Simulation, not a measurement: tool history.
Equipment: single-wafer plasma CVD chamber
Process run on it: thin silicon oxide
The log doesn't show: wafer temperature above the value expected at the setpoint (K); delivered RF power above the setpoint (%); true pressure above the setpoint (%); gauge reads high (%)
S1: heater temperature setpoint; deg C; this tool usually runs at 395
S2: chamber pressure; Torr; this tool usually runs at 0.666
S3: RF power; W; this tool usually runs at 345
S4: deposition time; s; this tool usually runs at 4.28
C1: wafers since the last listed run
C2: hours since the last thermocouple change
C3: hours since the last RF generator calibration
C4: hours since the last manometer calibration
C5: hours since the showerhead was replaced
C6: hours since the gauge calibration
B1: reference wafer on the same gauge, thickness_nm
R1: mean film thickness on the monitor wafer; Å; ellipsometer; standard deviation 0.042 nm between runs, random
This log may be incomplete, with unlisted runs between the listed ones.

run     day   S1     S2   S3    S4   C1      C2      C3      C4      C5     C6     B1     R1
  1   0.000  395  0.666  345  4.28    0  1562.3  1284.6  1250.9  5732.2  187.7  7.474  71.14
  2   0.417  395  0.666  345  4.28  295  1572.3  1294.6  1260.9  5742.2  197.7  7.478  71.27
  3   0.971  395  0.666  295  4.28  393  1585.6  1307.9  1274.2  5755.5  211.0  7.472  63.07
  4   1.462  395  0.666  295  4.28  348  1597.4  1319.7  1286.0  5767.3  222.8  7.476  62.57
  5   1.758  395  0.666  295  4.28  209  1604.5  1326.8  1293.1  5774.4  229.9  7.479  61.82
  6   2.504  395  0.666  345  4.28  529  1622.4  1344.7  1311.0  5792.3  247.8  7.482  70.93
  7   3.067  395  0.666  345  4.28  399  1635.9  1358.2  1324.5  5805.8  261.3  7.480  70.50
  8   3.621  395  0.666  345  4.28  393  1649.2  1371.5  1337.8  5819.1  274.6  7.488  70.79
  9   4.300  395  0.666  345  4.28  481  1665.5  1387.8  1354.1  5835.4  290.9  7.485  70.07
 10   4.767  395  0.666  345  4.28  331  1676.7  1399.0  1365.3  5846.6  302.1  7.467  71.11
 11   5.258  395  0.666  345  3.86  348  1688.5  1410.8  1377.1  5858.4  313.9  7.474  63.93
      5.671  -- capacitance manometer re-zeroed and calibrated
 12   5.892  395  0.708  345  4.28  212  1703.7  1426.0     5.3  5873.6  329.1  7.476  74.76
 13   6.575  395  0.666  345  4.28  484  1720.1  1442.4    21.7  5890.0  345.5  7.478  70.47
 14   7.154  395  0.666  345  3.64  410  1734.0  1456.3    35.6  5903.9  359.4  7.479  59.77
 15   7.858  395  0.666  345  4.28  499  1750.9  1473.2    52.5  5920.8  376.3  7.496  69.88
      8.350  -- showerhead replaced, of another model than before
      8.629  -- thermocouple changed; heater temperature recalibrated
 16   8.650  404  0.666  415  4.28  125     0.5  1492.2    71.5     7.2  395.3  7.480  78.86
 17   9.017  386  0.666  375  4.98  260     9.3  1501.0    80.3    16.0  404.1  7.479  86.91
 18   9.592  395  0.525  345  4.28  407    23.1  1514.8    94.1    29.8  417.9  7.484  56.76
     10.283  -- gauge calibrated
 19  10.317  395  0.666  345  4.28  514    40.5  1532.2   111.5    47.2    0.8  7.478  67.65
 20  10.667  407  0.713  320  3.79  248    48.9  1540.6   119.9    55.6    9.2  7.478  56.31
 21  11.267  395  0.666  320  4.28  425    63.3  1555.0   134.3    70.0   23.6  7.467  61.22
     11.658  -- RF generator calibrated
 22  11.967  395  0.666  295  4.28  260    80.1     7.4   151.1    86.8   40.4  7.473  62.31
 23  12.392  395  0.666  345  4.28  301    90.3    17.6   161.3    97.0   50.6  7.479  74.63
 24  12.704  395  0.666  345  4.28  221    97.8    25.1   168.8   104.5   58.1  7.483  73.89
 25  13.438  395  0.593  370  4.28  520   115.4    42.7   186.4   122.1   75.7  7.468  72.77
 26  14.117  409  0.594  345  4.28  481   131.7    59.0   202.7   138.4   92.0  7.490  67.44
 27  14.717  399  0.815  405  4.28  425   146.1    73.4   217.1   152.8  106.4  7.464  98.43
 28  15.350  390  0.666  345  4.02  449   161.3    88.6   232.3   168.0  121.6  7.468  70.27
 29  15.733  407  0.666  345  4.86  271   170.5    97.8   241.5   177.2  130.8  7.484  83.71
 30  16.167  395  0.666  345  4.28  307   180.9   108.2   251.9   187.6  141.2  7.473  73.98

Predict each of these 3 candidate next runs independently; none follows another, all start after run 30:
  A  16.183  403  0.666  345  4.28  11  181.3  108.6  252.3  188.0  141.6   ?   ?
  B  16.183  404  0.807  410  4.55  11  181.3  108.6  252.3  188.0  141.6   ?   ?
  C  16.183  384  0.666  345  4.52  11  181.3  108.6  252.3  188.0  141.6   ?   ?

run     B1      R1
  A  7.469   74.20
  B  7.469  103.91
  C  7.469   79.48
With the hidden condition removed and each run's random variation left untouched, the same runs would have given:
run      R1
  A   75.58
  B  105.47
  C   80.96

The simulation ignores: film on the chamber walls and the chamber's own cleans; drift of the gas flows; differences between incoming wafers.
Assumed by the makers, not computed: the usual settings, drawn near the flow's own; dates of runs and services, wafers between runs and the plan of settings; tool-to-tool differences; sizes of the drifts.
